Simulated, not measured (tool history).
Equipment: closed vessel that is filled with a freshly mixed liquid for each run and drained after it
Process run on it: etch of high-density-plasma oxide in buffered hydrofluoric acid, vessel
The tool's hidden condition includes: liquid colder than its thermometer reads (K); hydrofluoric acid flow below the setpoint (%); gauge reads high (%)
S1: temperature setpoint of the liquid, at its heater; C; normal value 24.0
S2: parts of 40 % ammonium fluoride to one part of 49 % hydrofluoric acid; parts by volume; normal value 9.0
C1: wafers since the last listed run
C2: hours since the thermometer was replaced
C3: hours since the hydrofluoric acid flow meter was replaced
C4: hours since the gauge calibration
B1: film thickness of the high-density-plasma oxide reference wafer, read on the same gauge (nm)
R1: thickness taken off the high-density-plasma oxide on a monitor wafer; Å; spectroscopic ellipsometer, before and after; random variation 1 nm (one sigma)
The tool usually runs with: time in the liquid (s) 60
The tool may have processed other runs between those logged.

run 1 hour=0.0 | S1=24.0 S2=9.0 time_in_the_liquid_(s)=60 | C1=0 C2=1676.8 C3=1186.5 C4=59.1 | B1=89.99 | R1=1473.9
run 2 hour=72.2 | S1=24.0 S2=9.0 time_in_the_liquid_(s)=60 | C1=5858 C2=1749.0 C3=1258.7 C4=131.3 | B1=89.99 | R1=1457.6
run 3 hour=97.5 | S1=24.0 S2=9.0 time_in_the_liquid_(s)=60 | C1=2052 C2=1774.3 C3=1284.0 C4=156.6 | B1=89.98 | R1=1470.6
run 4 hour=118.8 | S1=24.0 S2=9.0 time_in_the_liquid_(s)=60 | C1=1728 C2=1795.6 C3=1305.3 C4=177.9 | B1=90.00 | R1=1452.6
run 5 hour=152.6 | S1=24.0 S2=9.0 time_in_the_liquid_(s)=60 | C1=2742 C2=1829.4 C3=1339.1 C4=211.7 | B1=90.00 | R1=1456.2
run 6 hour=181.3 | S1=24.0 S2=9.0 time_in_the_liquid_(s)=60 | C1=2328 C2=1858.1 C3=1367.8 C4=240.4 | B1=90.00 | R1=1461.6
run 7 hour=200.1 | S1=26.5 S2=7.5 time_in_the_liquid_(s)=60 | C1=1525 C2=1876.9 C3=1386.6 C4=259.2 | B1=89.99 | R1=2049.3
run 8 hour=215.1 | S1=26.5 S2=7.5 time_in_the_liquid_(s)=60 | C1=1217 C2=1891.9 C3=1401.6 C4=274.2 | B1=89.99 | R1=2020.4
run 9 hour=232.3 | S1=26.5 S2=7.5 time_in_the_liquid_(s)=60 | C1=1395 C2=1909.1 C3=1418.8 C4=291.4 | B1=90.00 | R1=2042.4
-- hour=239.2 hydrofluoric acid flow meter replaced
run 10 hour=261.8 | S1=24.0 S2=9.0 time_in_the_liquid_(s)=60 | C1=2312 C2=1938.6 C3=22.6 C4=320.9 | B1=90.00 | R1=1451.1
run 11 hour=278.0 | S1=24.0 S2=9.0 time_in_the_liquid_(s)=60 | C1=1314 C2=1954.8 C3=38.8 C4=337.1 | B1=90.01 | R1=1455.1
run 12 hour=298.9 | S1=24.0 S2=9.0 time_in_the_liquid_(s)=60 | C1=1695 C2=1975.7 C3=59.7 C4=358.0 | B1=90.01 | R1=1446.9
run 13 hour=311.1 | S1=29.0 S2=9.0 time_in_the_liquid_(s)=45 | C1=989 C2=1987.9 C3=71.9 C4=370.2 | B1=89.99 | R1=1441.2
-- hour=328.7 gauge calibrated
run 14 hour=339.5 | S1=24.0 S2=11.0 time_in_the_liquid_(s)=95 | C1=2304 C2=2016.3 C3=100.3 C4=10.8 | B1=90.00 | R1=1953.4
-- hour=360.8 thermometer replaced
run 15 hour=366.7 | S1=24.0 S2=9.0 time_in_the_liquid_(s)=60 | C1=2125 C2=5.9 C3=127.5 C4=38.0 | B1=90.01 | R1=1619.3
run 16 hour=386.5 | S1=27.5 S2=6.5 time_in_the_liquid_(s)=85 | C1=1606 C2=25.7 C3=147.3 C4=57.8 | B1=89.98 | R1=3789.4
run 17 hour=414.2 | S1=24.0 S2=9.0 time_in_the_liquid_(s)=60 | C1=2247 C2=53.4 C3=175.0 C4=85.5 | B1=90.01 | R1=1604.1
run 18 hour=436.2 | S1=24.0 S2=12.5 time_in_the_liquid_(s)=30 | C1=1785 C2=75.4 C3=197.0 C4=107.5 | B1=89.99 | R1=597.9
run 19 hour=454.7 | S1=26.0 S2=9.0 time_in_the_liquid_(s)=90 | C1=1501 C2=93.9 C3=215.5 C4=126.0 | B1=90.00 | R1=2628.8
run 20 hour=486.5 | S1=24.0 S2=6.5 time_in_the_liquid_(s)=40 | C1=2580 C2=125.7 C3=247.3 C4=157.8 | B1=90.01 | R1=1482.5
run 21 hour=513.3 | S1=24.0 S2=12.5 time_in_the_liquid_(s)=35 | C1=2174 C2=152.5 C3=274.1 C4=184.6 | B1=89.99 | R1=705.0
run 22 hour=548.5 | S1=24.0 S2=10.0 time_in_the_liquid_(s)=60 | C1=2856 C2=187.7 C3=309.3 C4=219.8 | B1=90.01 | R1=1477.8
run 23 hour=581.6 | S1=28.0 S2=11.0 time_in_the_liquid_(s)=50 | C1=2685 C2=220.8 C3=342.4 C4=252.9 | B1=89.98 | R1=1391.4
run 24 hour=608.0 | S1=24.0 S2=9.0 time_in_the_liquid_(s)=60 | C1=2142 C2=247.2 C3=368.8 C4=279.3 | B1=90.00 | R1=1579.1

Predict the results of run 25:
run 25 hour=621.5 | S1=21.0 S2=11.0 time_in_the_liquid_(s)=80 | C1=1095 C2=260.7 C3=382.3 C4=292.8 | B1=? | R1=?

{"run 25": {"B1": 90.01, "R1": 1533.3}}
With the hidden condition absent and the run-to-run variation left alone, this run would have shown R1 1579.2 Å.
